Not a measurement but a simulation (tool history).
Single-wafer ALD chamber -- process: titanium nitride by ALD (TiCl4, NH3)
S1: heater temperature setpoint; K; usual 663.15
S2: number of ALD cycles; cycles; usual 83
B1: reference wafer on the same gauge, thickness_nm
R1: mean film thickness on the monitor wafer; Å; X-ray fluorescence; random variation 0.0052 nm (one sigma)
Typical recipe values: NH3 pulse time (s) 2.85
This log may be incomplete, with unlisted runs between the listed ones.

run 1 hour=0.0 | S1=663.15 S2=83 NH3_pulse_time_(s)=2.85 | B1=1.797 | R1=20.94
run 2 hour=94.7 | S1=663.15 S2=83 NH3_pulse_time_(s)=2.85 | B1=1.798 | R1=20.92
run 3 hour=123.8 | S1=658.15 S2=83 NH3_pulse_time_(s)=2.85 | B1=1.798 | R1=20.83
run 4 hour=149.4 | S1=658.15 S2=83 NH3_pulse_time_(s)=2.85 | B1=1.799 | R1=20.77
run 5 hour=162.4 | S1=663.15 S2=83 NH3_pulse_time_(s)=2.85 | B1=1.799 | R1=20.82
run 6 hour=188.7 | S1=663.15 S2=83 NH3_pulse_time_(s)=2.85 | B1=1.799 | R1=20.93
run 7 hour=222.1 | S1=663.15 S2=83 NH3_pulse_time_(s)=2.85 | B1=1.799 | R1=20.97
run 8 hour=257.9 | S1=663.15 S2=72 NH3_pulse_time_(s)=3.13 | B1=1.799 | R1=18.24
-- hour=275.2 gauge calibrated
run 9 hour=281.2 | S1=663.15 S2=83 NH3_pulse_time_(s)=2.85 | B1=1.782 | R1=20.75
run 10 hour=304.9 | S1=663.15 S2=75 NH3_pulse_time_(s)=2.52 | B1=1.783 | R1=18.68
run 11 hour=405.0 | S1=663.15 S2=75 NH3_pulse_time_(s)=2.52 | B1=1.788 | R1=18.61
-- hour=429.1 showerhead replaced
run 12 hour=432.7 | S1=663.15 S2=93 NH3_pulse_time_(s)=2.85 | B1=1.791 | R1=23.25
run 13 hour=458.5 | S1=663.15 S2=93 NH3_pulse_time_(s)=2.85 | B1=1.793 | R1=23.33
run 14 hour=491.9 | S1=663.15 S2=83 NH3_pulse_time_(s)=2.85 | B1=1.794 | R1=20.78
run 15 hour=507.4 | S1=654.15 S2=83 NH3_pulse_time_(s)=2.85 | B1=1.795 | R1=20.76
run 16 hour=527.9 | S1=663.15 S2=92 NH3_pulse_time_(s)=3.15 | B1=1.795 | R1=23.14
run 17 hour=545.8 | S1=663.15 S2=89 NH3_pulse_time_(s)=3.67 | B1=1.796 | R1=22.61
run 18 hour=558.6 | S1=656.15 S2=93 NH3_pulse_time_(s)=2.85 | B1=1.797 | R1=23.29
run 19 hour=575.3 | S1=668.15 S2=88 NH3_pulse_time_(s)=3.52 | B1=1.797 | R1=22.38
run 20 hour=590.6 | S1=648.15 S2=83 NH3_pulse_time_(s)=1.83 | B1=1.798 | R1=20.06
run 21 hour=621.4 | S1=673.15 S2=71 NH3_pulse_time_(s)=3.41 | B1=1.799 | R1=18.07
-- hour=633.7 thermocouple changed; heater temperature recalibrated
run 22 hour=638.9 | S1=663.15 S2=83 NH3_pulse_time_(s)=2.85 | B1=1.799 | R1=20.98
run 23 hour=656.0 | S1=668.15 S2=74 NH3_pulse_time_(s)=3.23 | B1=1.799 | R1=18.78
run 24 hour=690.9 | S1=663.15 S2=67 NH3_pulse_time_(s)=2.28 | B1=1.799 | R1=16.73
run 25 hour=722.2 | S1=663.15 S2=83 NH3_pulse_time_(s)=2.85 | B1=1.799 | R1=20.98
run 26 hour=734.9 | S1=663.15 S2=83 NH3_pulse_time_(s)=2.85 | B1=1.799 | R1=20.95
run 27 hour=756.6 | S1=663.15 S2=83 NH3_pulse_time_(s)=2.17 | B1=1.801 | R1=20.66
run 28 hour=788.9 | S1=656.15 S2=93 NH3_pulse_time_(s)=2.85 | B1=1.802 | R1=23.31
run 29 hour=810.6 | S1=663.15 S2=83 NH3_pulse_time_(s)=2.85 | B1=1.801 | R1=20.97

What the log doesn't show, run by run:
wafer temperature above the value expected at the setpoint (K): 0 at every run
H1: gauge reads high (%)
run=1 H1=0.967
run=2 H1=1.02
run=3 H1=1.03
run=4 H1=1.04
run=5 H1=1.04
run=6 H1=1.05
run=7 H1=1.06
run=8 H1=1.07
run=9 H1=0.0456
run=10 H1=0.163
run=11 H1=0.555
run=12 H1=0.639
run=13 H1=0.71
run=14 H1=0.791
run=15 H1=0.825
run=16 H1=0.868
run=17 H1=0.902
run=18 H1=0.925
run=19 H1=0.954
run=20 H1=0.979
run=21 H1=1.02
run=22 H1=1.05
run=23 H1=1.07
run=24 H1=1.11
run=25 H1=1.14
run=26 H1=1.15
run=27 H1=1.17
run=28 H1=1.19
run=29 H1=1.21
